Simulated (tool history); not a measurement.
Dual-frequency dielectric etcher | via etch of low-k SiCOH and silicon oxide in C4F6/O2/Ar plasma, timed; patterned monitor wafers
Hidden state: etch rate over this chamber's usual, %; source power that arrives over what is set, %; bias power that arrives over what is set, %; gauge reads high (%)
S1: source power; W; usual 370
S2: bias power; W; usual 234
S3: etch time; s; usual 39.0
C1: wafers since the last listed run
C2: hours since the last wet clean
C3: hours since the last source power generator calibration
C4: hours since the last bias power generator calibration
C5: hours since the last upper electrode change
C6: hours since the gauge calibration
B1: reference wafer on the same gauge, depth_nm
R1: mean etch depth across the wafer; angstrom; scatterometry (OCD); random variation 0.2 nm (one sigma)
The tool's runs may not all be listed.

Run 1, hour 0.0: usual settings; C1 0; C2 0.8; C3 3945.5; C4 152.8; C5 2816.8; C6 865.3; B1 104.0. Result: R1 908 angstrom.
At hour 19.7: gauge calibrated.
Run 2, hour 34.6: usual settings; C1 521; C2 35.4; C3 3980.1; C4 187.4; C5 2851.4; C6 14.9; B1 104.0. Result: R1 910 angstrom.
At hour 50.8: source power generator calibrated.
Run 3, hour 61.4: usual settings; C1 343; C2 62.2; C3 10.6; C4 214.2; C5 2878.2; C6 41.7; B1 104.0. Result: R1 950 angstrom.
Run 4, hour 85.9: usual settings; C1 369; C2 86.7; C3 35.1; C4 238.7; C5 2902.7; C6 66.2; B1 104.0. Result: R1 950 angstrom.
Run 5, hour 103.9: usual settings but S1 440 W, S2 204 W, S3 31.5 s; C1 271; C2 104.7; C3 53.1; C4 256.7; C5 2920.7; C6 84.2; B1 104.0. Result: R1 813 angstrom.
Run 6, hour 131.1: usual settings but S1 400 W, S2 186 W, S3 49.0 s; C1 409; C2 131.9; C3 80.3; C4 283.9; C5 2947.9; C6 111.4; B1 104.0. Result: R1 1187 angstrom.
Run 7, hour 146.2: usual settings but S2 264 W, S3 47.0 s; C1 227; C2 147.0; C3 95.4; C4 299.0; C5 2963.0; C6 126.5; B1 104.0. Result: R1 1174 angstrom.
Run 8, hour 174.6: usual settings but S1 420 W, S2 250 W, S3 47.0 s; C1 427; C2 175.4; C3 123.8; C4 327.4; C5 2991.4; C6 154.9; B1 104.0. Result: R1 1236 angstrom.
Run 9, hour 190.0: usual settings; C1 231; C2 190.8; C3 139.2; C4 342.8; C5 3006.8; C6 170.3; B1 104.0. Result: R1 953 angstrom.
Run 10, hour 215.3: usual settings but S2 288 W; C1 381; C2 216.1; C3 164.5; C4 368.1; C5 3032.1; C6 195.6; B1 104.0. Result: R1 993 angstrom.
Run 11, hour 248.4: usual settings; C1 498; C2 249.2; C3 197.6; C4 401.2; C5 3065.2; C6 228.7; B1 103.9. Result: R1 949 angstrom.
Run 12, hour 270.1: usual settings but S1 290 W, S3 44.5 s; C1 326; C2 270.9; C3 219.3; C4 422.9; C5 3086.9; C6 250.4; B1 104.0. Result: R1 963 angstrom.
Run 13, hour 300.6: usual settings; C1 459; C2 301.4; C3 249.8; C4 453.4; C5 3117.4; C6 280.9; B1 104.0. Result: R1 948 angstrom.
Run 14, hour 333.6: usual settings but S1 420 W, S2 185 W, S3 46.5 s; C1 497; C2 334.4; C3 282.8; C4 486.4; C5 3150.4; C6 313.9; B1 104.0. Result: R1 1154 angstrom.
At hour 347.5: source power generator calibrated, repeated, since the last time left the tool worse.
At hour 372.1: upper electrode replaced.
At hour 389.2: wet clean of the chamber.
Run 15, hour 389.7: usual settings but S1 330 W, S2 286 W; C1 165; C2 0.5; C3 42.2; C4 542.5; C5 17.6; C6 370.0; B1 104.0. Result: R1 908 angstrom.
Run 16, hour 390.0: usual settings but S1 400 W, S2 200 W; C1 4; C2 0.8; C3 42.5; C4 542.8; C5 17.9; C6 370.3; B1 104.0. Result: R1 932 angstrom.
Run 17, hour 390.3: usual settings but S1 410 W, S2 259 W; C1 4; C2 1.1; C3 42.8; C4 543.1; C5 18.2; C6 370.6; B1 104.0. Result: R1 987 angstrom.
Run 18, hour 407.3: usual settings; C1 256; C2 18.1; C3 59.8; C4 560.1; C5 35.2; C6 387.6; B1 104.0. Result: R1 924 angstrom.
Run 19, hour 442.5: usual settings; C1 530; C2 53.3; C3 95.0; C4 595.3; C5 70.4; C6 422.8; B1 104.0. Result: R1 921 angstrom.
Run 20, hour 463.1: usual settings; C1 310; C2 73.9; C3 115.6; C4 615.9; C5 91.0; C6 443.4; B1 104.0. Result: R1 920 angstrom.
Run 21, hour 495.6: usual settings but S1 310 W, S2 252 W, S3 49.0 s; C1 489; C2 106.4; C3 148.1; C4 648.4; C5 123.5; C6 475.9; B1 104.0. Result: R1 1075 angstrom.
Run 22, hour 534.2: usual settings but S1 420 W, S2 268 W, S3 29.0 s; C1 581; C2 145.0; C3 186.7; C4 687.0; C5 162.1; C6 514.5; B1 103.9. Result: R1 753 angstrom.
Run 23, hour 557.9: usual settings; C1 357; C2 168.7; C3 210.4; C4 710.7; C5 185.8; C6 538.2; B1 104.0. Result: R1 925 angstrom.
Run 24, hour 592.2: usual settings but S1 320 W, S2 197 W, S3 32.5 s; C1 516; C2 203.0; C3 244.7; C4 745.0; C5 220.1; C6 572.5; B1 104.0. Result: R1 695 angstrom.
Run 25, hour 623.7: usual settings but S1 320 W, S3 50.5 s; C1 474; C2 234.5; C3 276.2; C4 776.5; C5 251.6; C6 604.0; B1 104.0. Result: R1 1115 angstrom.
Run 26, hour 652.0: usual settings but S2 204 W, S3 30.0 s; C1 426; C2 262.8; C3 304.5; C4 804.8; C5 279.9; C6 632.3; B1 104.0. Result: R1 692 angstrom.
Run 27, hour 667.4: usual settings but S2 182 W, S3 45.5 s; C1 231; C2 278.2; C3 319.9; C4 820.2; C5 295.3; C6 647.7; B1 104.0. Result: R1 1025 angstrom.

Forecast run 28:
Run 28, hour 679.8: usual settings but S2 211 W; C1 186; C2 290.6; C3 332.3; C4 832.6; C5 307.7; C6 660.1; B1 ?. Result: R1 ?.

B1: 104.0
R1: 904 angstrom
Without the tool's hidden state the same run would have given R1 903 angstrom.
